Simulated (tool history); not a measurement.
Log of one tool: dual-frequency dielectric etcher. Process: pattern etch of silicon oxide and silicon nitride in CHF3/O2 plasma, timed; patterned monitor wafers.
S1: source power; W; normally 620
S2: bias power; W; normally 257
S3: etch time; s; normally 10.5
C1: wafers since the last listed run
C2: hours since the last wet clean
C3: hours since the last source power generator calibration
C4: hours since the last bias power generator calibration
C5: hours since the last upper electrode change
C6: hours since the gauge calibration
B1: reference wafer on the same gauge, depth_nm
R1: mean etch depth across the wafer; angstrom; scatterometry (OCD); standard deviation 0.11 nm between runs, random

run 1 hour=0 | S1=570 S2=300 S3=10.5 | C1=0 C2=399.6 C3=2077.4 C4=1207 C5=2735.1 C6=1460.1 | B1=21.51 | R1=216.7
-- hour=85.2 wet clean of the chamber
run 2 hour=85.7 | S1=570 S2=300 S3=10.5 | C1=1042 C2=0.5 C3=2163.1 C4=1292.7 C5=2820.8 C6=1545.8 | B1=21.55 | R1=215.2
run 3 hour=136.8 | S1=570 S2=300 S3=10.5 | C1=863 C2=51.6 C3=2214.2 C4=1343.8 C5=2871.9 C6=1596.9 | B1=21.51 | R1=215.1
run 4 hour=164.3 | S1=620 S2=257 S3=10.5 | C1=464 C2=79.1 C3=2241.7 C4=1371.3 C5=2899.4 C6=1624.4 | B1=21.47 | R1=202.4
run 5 hour=223.8 | S1=620 S2=257 S3=10.5 | C1=1005 C2=138.6 C3=2301.2 C4=1430.8 C5=2958.9 C6=1683.9 | B1=21.48 | R1=203.9
run 6 hour=255.9 | S1=620 S2=257 S3=10.5 | C1=542 C2=170.7 C3=2333.3 C4=1462.9 C5=2991 C6=1716 | B1=21.47 | R1=203.8
run 7 hour=297.5 | S1=620 S2=257 S3=12 | C1=703 C2=212.3 C3=2374.9 C4=1504.5 C5=3032.6 C6=1757.6 | B1=21.5 | R1=232.4
run 8 hour=338.4 | S1=620 S2=257 S3=12 | C1=691 C2=253.2 C3=2415.8 C4=1545.4 C5=3073.5 C6=1798.5 | B1=21.51 | R1=233.4
-- hour=362.2 bias power generator calibrated
run 9 hour=382.9 | S1=620 S2=257 S3=12 | C1=684 C2=297.7 C3=2460.3 C4=20.7 C5=3118 C6=1843 | B1=21.53 | R1=218.7
run 10 hour=415.4 | S1=620 S2=257 S3=9 | C1=549 C2=330.2 C3=2492.8 C4=53.2 C5=3150.5 C6=1875.5 | B1=21.48 | R1=164.7
run 11 hour=469.1 | S1=620 S2=257 S3=12.5 | C1=907 C2=383.9 C3=2546.5 C4=106.9 C5=3204.2 C6=1929.2 | B1=21.51 | R1=227.9
-- hour=495.3 upper electrode replaced
-- hour=523.2 wet clean of the chamber
run 12 hour=523.7 | S1=620 S2=257 S3=12.5 | C1=111 C2=0.5 C3=2601.1 C4=161.5 C5=28.4 C6=1983.8 | B1=21.55 | R1=228.5
run 13 hour=572.6 | S1=620 S2=289 S3=13 | C1=826 C2=49.4 C3=2650 C4=210.4 C5=77.3 C6=2032.7 | B1=21.49 | R1=255.1
-- hour=589.8 source power generator calibrated
run 14 hour=631.7 | S1=620 S2=229 S3=10.5 | C1=931 C2=108.5 C3=41.9 C4=269.5 C5=136.4 C6=2091.8 | B1=21.51 | R1=181.1
-- hour=687.9 gauge calibrated
run 15 hour=689.7 | S1=620 S2=215 S3=10.5 | C1=980 C2=166.5 C3=99.9 C4=327.5 C5=194.4 C6=1.8 | B1=21.51 | R1=172.9
-- hour=700.4 bias power generator calibrated, repeated, since the last time left the tool worse
run 16 hour=752.7 | S1=570 S2=216 S3=12.5 | C1=997 C2=229.5 C3=162.9 C4=52.3 C5=257.4 C6=64.8 | B1=21.48 | R1=211.1
run 17 hour=803 | S1=620 S2=257 S3=12.5 | C1=850 C2=279.8 C3=213.2 C4=102.6 C5=307.7 C6=115.1 | B1=21.5 | R1=237.8
run 18 hour=871.8 | S1=620 S2=257 S3=10.5 | C1=1162 C2=348.6 C3=282 C4=171.4 C5=376.5 C6=183.9 | B1=21.49 | R1=199.8
-- hour=922.2 wet clean of the chamber
run 19 hour=922.7 | S1=620 S2=218 S3=10.5 | C1=454 C2=0.5 C3=332.9 C4=222.3 C5=427.4 C6=234.8 | B1=21.49 | R1=181.9
run 20 hour=977.1 | S1=570 S2=300 S3=10.5 | C1=919 C2=54.9 C3=387.3 C4=276.7 C5=481.8 C6=289.2 | B1=21.48 | R1=214.2
run 21 hour=1046 | S1=770 S2=203 S3=10.5 | C1=1164 C2=123.8 C3=456.2 C4=345.6 C5=550.7 C6=358.1 | B1=21.5 | R1=185.4
run 22 hour=1095.4 | S1=570 S2=300 S3=10.5 | C1=835 C2=173.2 C3=505.6 C4=395 C5=600.1 C6=407.5 | B1=21.5 | R1=214
run 23 hour=1270.5 | S1=580 S2=257 S3=8 | C1=2959 C2=348.3 C3=680.7 C4=570.1 C5=775.2 C6=582.6 | B1=21.49 | R1=150.9
-- hour=1296.1 wet clean of the chamber
run 24 hour=1342.4 | S1=620 S2=257 S3=10.5 | C1=809 C2=46.3 C3=752.6 C4=642 C5=847.1 C6=654.5 | B1=21.5 | R1=200.5
run 25 hour=1412.4 | S1=580 S2=257 S3=8 | C1=1183 C2=116.3 C3=822.6 C4=712 C5=917.1 C6=724.5 | B1=21.49 | R1=151.6
run 26 hour=1478.6 | S1=620 S2=275 S3=10.5 | C1=1119 C2=182.5 C3=888.8 C4=778.2 C5=983.3 C6=790.7 | B1=21.51 | R1=208.5
run 27 hour=1511 | S1=620 S2=257 S3=10.5 | C1=547 C2=214.9 C3=921.2 C4=810.6 C5=1015.7 C6=823.1 | B1=21.51 | R1=203
run 28 hour=1562.4 | S1=620 S2=197 S3=10.5 | C1=868 C2=266.3 C3=972.6 C4=862 C5=1067.1 C6=874.5 | B1=21.5 | R1=170.6

Alternative continuations, all from the tool just after run 28; predict every row:
run A hour=1562.8 | S1=700 S2=257 S3=10.5 | C1=6 C2=266.7 C3=973 C4=862.4 C5=1067.5 C6=874.9 | B1=? | R1=?
run B hour=1562.8 | S1=620 S2=202 S3=12 | C1=6 C2=266.7 C3=973 C4=862.4 C5=1067.5 C6=874.9 | B1=? | R1=?
run C hour=1562.8 | S1=550 S2=315 S3=8 | C1=6 C2=266.7 C3=973 C4=862.4 C5=1067.5 C6=874.9 | B1=? | R1=?
run D hour=1562.8 | S1=560 S2=319 S3=13 | C1=6 C2=266.7 C3=973 C4=862.4 C5=1067.5 C6=874.9 | B1=? | R1=?
run E hour=1562.8 | S1=540 S2=257 S3=10.5 | C1=6 C2=266.7 C3=973 C4=862.4 C5=1067.5 C6=874.9 | B1=? | R1=?

run=A B1=21.52 R1=208.1
run=B B1=21.52 R1=199
run=C B1=21.52 R1=165.1
run=D B1=21.52 R1=271.5
run=E B1=21.52 R1=192.7
The same runs, with their run-to-run variation unchanged, on a tool lacking any hidden condition would have given:
run=A R1=206.1
run=B R1=197.2
run=C R1=163.4
run=D R1=268.7
run=E R1=190.8

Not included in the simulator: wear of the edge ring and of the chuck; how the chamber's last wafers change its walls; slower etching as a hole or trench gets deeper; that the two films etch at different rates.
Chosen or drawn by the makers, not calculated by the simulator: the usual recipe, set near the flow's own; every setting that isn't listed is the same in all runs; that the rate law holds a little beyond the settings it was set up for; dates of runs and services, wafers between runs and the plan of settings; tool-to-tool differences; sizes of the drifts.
